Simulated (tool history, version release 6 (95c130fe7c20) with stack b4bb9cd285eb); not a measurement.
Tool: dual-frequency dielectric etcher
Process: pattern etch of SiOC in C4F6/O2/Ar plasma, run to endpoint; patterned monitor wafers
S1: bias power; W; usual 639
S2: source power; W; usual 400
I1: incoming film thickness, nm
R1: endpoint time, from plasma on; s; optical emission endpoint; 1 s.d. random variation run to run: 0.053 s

| run | hour | S1 | S2 | I1 | R1 |
|---|---|---|---|---|---|
| 1 | 0 | 639 | 340 | 35.91 | 10.1 |
| 2 | 23.7 | 639 | 340 | 36.43 | 10.4 |
| 3 | 38.5 | 639 | 340 | 36.09 | 10.3 |
| 4 | 68 | 639 | 430 | 36.38 | 9.5 |
| 5 | 97 | 639 | 430 | 36.38 | 9.4 |
| 6 | 119.5 | 606 | 400 | 36.12 | 9.9 |
| 7 | 141.5 | 606 | 400 | 36.97 | 10.1 |
|  | 171.2 | wet clean of the chamber |
| 8 | 171.7 | 639 | 400 | 36.17 | 10.1 |
| 9 | 224.3 | 639 | 320 | 36.32 | 10.9 |
| 10 | 249.5 | 639 | 320 | 36.17 | 10.8 |
| 11 | 269.5 | 639 | 320 | 36.73 | 11 |
| 12 | 290.7 | 562 | 400 | 36.02 | 10.6 |
| 13 | 314.3 | 639 | 400 | 36.23 | 10.1 |

Expected results for the next run?
| 14 | 329.6 | 639 | 460 | 36.31 | ? |

{"run 14": {"R1": 9.6}}
Had the tool carried no hidden state, the very same run would have given R1 9.7 s.

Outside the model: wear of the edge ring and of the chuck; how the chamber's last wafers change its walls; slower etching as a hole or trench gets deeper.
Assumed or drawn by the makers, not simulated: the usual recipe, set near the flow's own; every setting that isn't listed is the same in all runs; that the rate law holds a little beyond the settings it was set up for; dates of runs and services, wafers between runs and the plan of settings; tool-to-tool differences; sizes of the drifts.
